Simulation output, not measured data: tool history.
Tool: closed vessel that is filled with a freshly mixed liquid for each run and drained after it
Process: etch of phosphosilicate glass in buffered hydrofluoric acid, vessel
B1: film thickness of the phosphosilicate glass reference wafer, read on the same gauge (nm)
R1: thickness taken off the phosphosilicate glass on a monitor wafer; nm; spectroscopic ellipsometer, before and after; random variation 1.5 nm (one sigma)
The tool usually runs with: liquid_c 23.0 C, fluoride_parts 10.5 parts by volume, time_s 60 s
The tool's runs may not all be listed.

{"run": 1, "hour": 0.0, "liquid_c": 23.0, "fluoride_parts": 10.5, "time_s": 60, "B1": 100.01, "R1": 365.71}
{"run": 2, "hour": 10.4, "liquid_c": 23.0, "fluoride_parts": 10.5, "time_s": 60, "B1": 99.98, "R1": 363.12}
{"run": 3, "hour": 24.8, "liquid_c": 23.0, "fluoride_parts": 10.5, "time_s": 60, "B1": 99.99, "R1": 363.65}
{"run": 4, "hour": 34.6, "liquid_c": 23.0, "fluoride_parts": 10.5, "time_s": 60, "B1": 99.94, "R1": 360.98}
{"run": 5, "hour": 49.1, "liquid_c": 23.0, "fluoride_parts": 10.5, "time_s": 60, "B1": 100.03, "R1": 365.96}
{"run": 6, "hour": 71.2, "liquid_c": 23.0, "fluoride_parts": 10.5, "time_s": 60, "B1": 100.0, "R1": 366.41}
{"run": 7, "hour": 88.6, "liquid_c": 23.0, "fluoride_parts": 10.5, "time_s": 60, "B1": 99.95, "R1": 365.65}
{"run": 8, "hour": 97.5, "liquid_c": 23.0, "fluoride_parts": 10.5, "time_s": 60, "B1": 99.99, "R1": 364.49}
{"run": 9, "hour": 115.1, "liquid_c": 23.0, "fluoride_parts": 10.5, "time_s": 60, "B1": 99.97, "R1": 363.52}
{"run": 10, "hour": 128.1, "liquid_c": 23.0, "fluoride_parts": 10.5, "time_s": 60, "B1": 99.96, "R1": 367.84}
{"run": 11, "hour": 140.0, "liquid_c": 23.0, "fluoride_parts": 10.5, "time_s": 60, "B1": 100.03, "R1": 368.38}
{"run": 12, "hour": 156.9, "liquid_c": 23.0, "fluoride_parts": 7.5, "time_s": 60, "B1": 100.01, "R1": 515.48}
{"run": 13, "hour": 167.9, "liquid_c": 23.0, "fluoride_parts": 13.5, "time_s": 90, "B1": 99.93, "R1": 439.63}
{"hour": 176.4, "done": "hydrofluoric acid flow meter replaced"}
{"run": 14, "hour": 181.8, "liquid_c": 23.0, "fluoride_parts": 13.5, "time_s": 80, "B1": 100.04, "R1": 359.0}
{"run": 15, "hour": 195.6, "liquid_c": 23.0, "fluoride_parts": 10.5, "time_s": 60, "B1": 99.98, "R1": 345.41}
{"run": 16, "hour": 210.4, "liquid_c": 18.5, "fluoride_parts": 10.5, "time_s": 60, "B1": 100.02, "R1": 270.58}
{"run": 17, "hour": 227.7, "liquid_c": 21.5, "fluoride_parts": 13.0, "time_s": 60, "B1": 99.98, "R1": 258.79}
{"run": 18, "hour": 245.0, "liquid_c": 23.0, "fluoride_parts": 10.5, "time_s": 60, "B1": 100.02, "R1": 347.89}
{"hour": 252.9, "done": "thermometer replaced"}
{"hour": 254.8, "done": "gauge calibrated"}
{"run": 19, "hour": 261.9, "liquid_c": 18.5, "fluoride_parts": 10.5, "time_s": 75, "B1": 99.99, "R1": 336.09}
{"run": 20, "hour": 276.8, "liquid_c": 23.0, "fluoride_parts": 10.5, "time_s": 60, "B1": 100.0, "R1": 348.91}
{"run": 21, "hour": 290.2, "liquid_c": 23.0, "fluoride_parts": 10.5, "time_s": 60, "B1": 99.95, "R1": 347.92}
{"run": 22, "hour": 301.9, "liquid_c": 27.0, "fluoride_parts": 14.0, "time_s": 60, "B1": 99.95, "R1": 326.97}
{"run": 23, "hour": 323.1, "liquid_c": 20.5, "fluoride_parts": 8.0, "time_s": 60, "B1": 99.96, "R1": 386.37}

What does the tool deliver on the next run?
{"run": 24, "hour": 335.7, "liquid_c": 23.0, "fluoride_parts": 10.5, "time_s": 60, "B1": "?", "R1": "?"}

Run 24 measured B1 100.03, R1 348.35 nm.
With the hidden condition absent and the run-to-run variation left alone, this run would have shown R1 336.76 nm.
